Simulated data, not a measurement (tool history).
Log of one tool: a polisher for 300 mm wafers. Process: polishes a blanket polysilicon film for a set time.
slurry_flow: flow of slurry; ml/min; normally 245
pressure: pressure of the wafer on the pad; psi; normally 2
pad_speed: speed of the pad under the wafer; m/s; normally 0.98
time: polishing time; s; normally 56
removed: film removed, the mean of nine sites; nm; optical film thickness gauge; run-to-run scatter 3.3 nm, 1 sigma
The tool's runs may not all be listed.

run	hour	slurry_flow	pressure	pad_speed	time	incoming thickness of the incoming film, nm	removed
1	0	270	1.5	0.98	56	1498	236.1
2	6.7	270	1.5	0.98	56	1500.3	234.7
3	20.3	245	2	0.98	56	1519	281
4	34.6	245	2	0.98	56	1463.8	277.4
5	51.2	245	2	0.98	56	1468.2	271.2
6	67.1	245	2	0.98	56	1513.1	276.5
# hour 72.1: worn pad replaced by a new one
7	74.1	245	2	0.98	56	1501.5	277.4
8	89.3	245	2	0.98	56	1493.6	268.4
9	102.7	245	2	0.98	56	1483.4	273.6
10	108.9	245	2	0.98	45	1494	223.5
11	125.2	245	2	0.98	45	1512.3	220.4
12	134.3	245	2	0.98	56	1475.7	276.5
13	149.8	245	2	0.98	56	1481.3	276.5
14	158.1	245	2	0.98	50	1507.1	244.1
15	168.5	245	2	0.98	50	1491	243.5
# hour 183.6: worn pad replaced by a new one
16	184.1	245	2	0.98	50	1472.4	243.7
17	234	245	2	0.98	56	1506.8	277.9
18	248.1	245	2	0.98	68	1494.9	333.7
19	263.5	320	2.3	1.22	65	1495.4	434.5
20	273.1	245	1.5	0.98	56	1503.7	230.2
# hour 279: head pressure recalibrated
21	288.1	245	1.5	0.98	50	1480.8	205.4
# hour 307: worn pad replaced by a new one
22	307.5	245	2	0.98	56	1488.6	277.6
# hour 312: slurry nozzle cleaned
23	319.2	245	2	0.98	38	1505.6	188.9
24	336.9	245	2	0.98	56	1495.1	277.5
25	353	245	2	1.3	56	1492.7	357.7
26	365.4	245	2	0.98	56	1485.4	274.6
27	382.4	245	1.4	0.98	56	1489.4	225.8
28	389.4	210	2	0.98	56	1503.3	274.9
29	404.1	245	2	0.98	56	1498.7	268
30	414.9	245	2	0.98	64	1485	316.9
31	422	245	2	0.98	56	1519.8	277.8
# hour 428.3: worn pad replaced by a new one
32	433.4	315	2	0.98	56	1478.2	275
33	445.2	245	2.3	1.22	56	1482.1	368.6
34	453	290	2.4	0.98	56	1508.3	309.8
35	464.2	245	2.5	0.86	44	1486.5	220.4
36	477	245	2	0.98	75	1508.5	363.3
37	491.4	245	2	0.98	56	1484.7	278.4
38	500.8	245	2	0.98	46	1489.4	226

Consider 3 possible next runs. They are alternatives, not a sequence: every one starts from the tool as it was left by run 38. What does each give?
A	501.2	245	2	0.98	56	1500.2	?
B	501.2	245	1.6	0.98	47	1500.2	?
C	501.2	245	2	0.7	56	1500.2	?

run	removed
A	276.5
B	203.5
C	197.5
Had the tool no hidden state, the same runs would have come out as:
run	removed
A	276.5
B	203.5
C	197.5
